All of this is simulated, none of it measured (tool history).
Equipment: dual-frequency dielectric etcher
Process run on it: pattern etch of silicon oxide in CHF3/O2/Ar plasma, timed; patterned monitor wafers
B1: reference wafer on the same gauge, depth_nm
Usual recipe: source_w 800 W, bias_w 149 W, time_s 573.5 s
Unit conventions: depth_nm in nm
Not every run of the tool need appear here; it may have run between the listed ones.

{"run": 1, "hour": 0.0, "source_w": 800, "bias_w": 149, "time_s": 573.5, "B1": 1160.6, "depth_nm": 1162.4}
{"run": 2, "hour": 32.1, "source_w": 800, "bias_w": 149, "time_s": 573.5, "B1": 1159.1, "depth_nm": 1169.4}
{"run": 3, "hour": 44.8, "source_w": 800, "bias_w": 149, "time_s": 573.5, "B1": 1159.6, "depth_nm": 1181.3}
{"run": 4, "hour": 62.8, "source_w": 800, "bias_w": 149, "time_s": 573.5, "B1": 1160.2, "depth_nm": 1162.0}
{"run": 5, "hour": 92.5, "source_w": 800, "bias_w": 149, "time_s": 573.5, "B1": 1157.8, "depth_nm": 1163.7}
{"run": 6, "hour": 120.2, "source_w": 650, "bias_w": 149, "time_s": 437.0, "B1": 1160.7, "depth_nm": 833.4}
{"run": 7, "hour": 141.7, "source_w": 800, "bias_w": 131, "time_s": 573.5, "B1": 1160.4, "depth_nm": 1144.3}
{"run": 8, "hour": 156.9, "source_w": 800, "bias_w": 131, "time_s": 573.5, "B1": 1159.6, "depth_nm": 1139.1}
{"run": 9, "hour": 187.7, "source_w": 950, "bias_w": 141, "time_s": 573.5, "B1": 1162.2, "depth_nm": 1253.0}
{"run": 10, "hour": 221.7, "source_w": 800, "bias_w": 178, "time_s": 573.5, "B1": 1159.7, "depth_nm": 1231.9}
{"hour": 247.9, "done": "upper electrode replaced"}
{"hour": 257.8, "done": "gauge calibrated"}
{"hour": 266.0, "done": "wet clean of the chamber"}
{"run": 11, "hour": 266.5, "source_w": 800, "bias_w": 136, "time_s": 713.5, "B1": 1160.1, "depth_nm": 1373.5}
{"run": 12, "hour": 267.0, "source_w": 710, "bias_w": 149, "time_s": 641.5, "B1": 1158.5, "depth_nm": 1195.9}
{"run": 13, "hour": 287.9, "source_w": 990, "bias_w": 149, "time_s": 573.5, "B1": 1159.8, "depth_nm": 1212.0}
{"run": 14, "hour": 315.3, "source_w": 630, "bias_w": 126, "time_s": 495.5, "B1": 1159.9, "depth_nm": 865.9}
{"hour": 325.4, "done": "bias power generator calibrated"}
{"hour": 337.2, "done": "source power generator calibrated"}
{"run": 15, "hour": 340.7, "source_w": 960, "bias_w": 127, "time_s": 691.0, "B1": 1162.0, "depth_nm": 1404.5}
{"run": 16, "hour": 370.6, "source_w": 680, "bias_w": 178, "time_s": 573.5, "B1": 1158.5, "depth_nm": 1114.4}
{"run": 17, "hour": 404.3, "source_w": 990, "bias_w": 149, "time_s": 573.5, "B1": 1160.3, "depth_nm": 1219.0}
{"run": 18, "hour": 436.4, "source_w": 800, "bias_w": 149, "time_s": 573.5, "B1": 1158.7, "depth_nm": 1142.5}

Here are 5 independent what-if runs from the current tool condition. What would each one return?
{"run": "A", "hour": 437.0, "source_w": 1000, "bias_w": 149, "time_s": 573.5, "B1": "?", "depth_nm": "?"}
{"run": "B", "hour": 437.0, "source_w": 850, "bias_w": 133, "time_s": 495.0, "B1": "?", "depth_nm": "?"}
{"run": "C", "hour": 437.0, "source_w": 800, "bias_w": 149, "time_s": 424.0, "B1": "?", "depth_nm": "?"}
{"run": "D", "hour": 437.0, "source_w": 740, "bias_w": 149, "time_s": 573.5, "B1": "?", "depth_nm": "?"}
{"run": "E", "hour": 437.0, "source_w": 800, "bias_w": 149, "time_s": 527.0, "B1": "?", "depth_nm": "?"}

run=A B1=1158.0 depth_nm=1238.7
run=B B1=1158.0 depth_nm=982.2
run=C B1=1158.0 depth_nm=846.1
run=D B1=1158.0 depth_nm=1113.7
run=E B1=1158.0 depth_nm=1051.6
Without the tool's hidden state the same runs would have given:
run=A depth_nm=1222.6
run=B depth_nm=969.5
run=C depth_nm=835.1
run=D depth_nm=1099.3
run=E depth_nm=1038.0
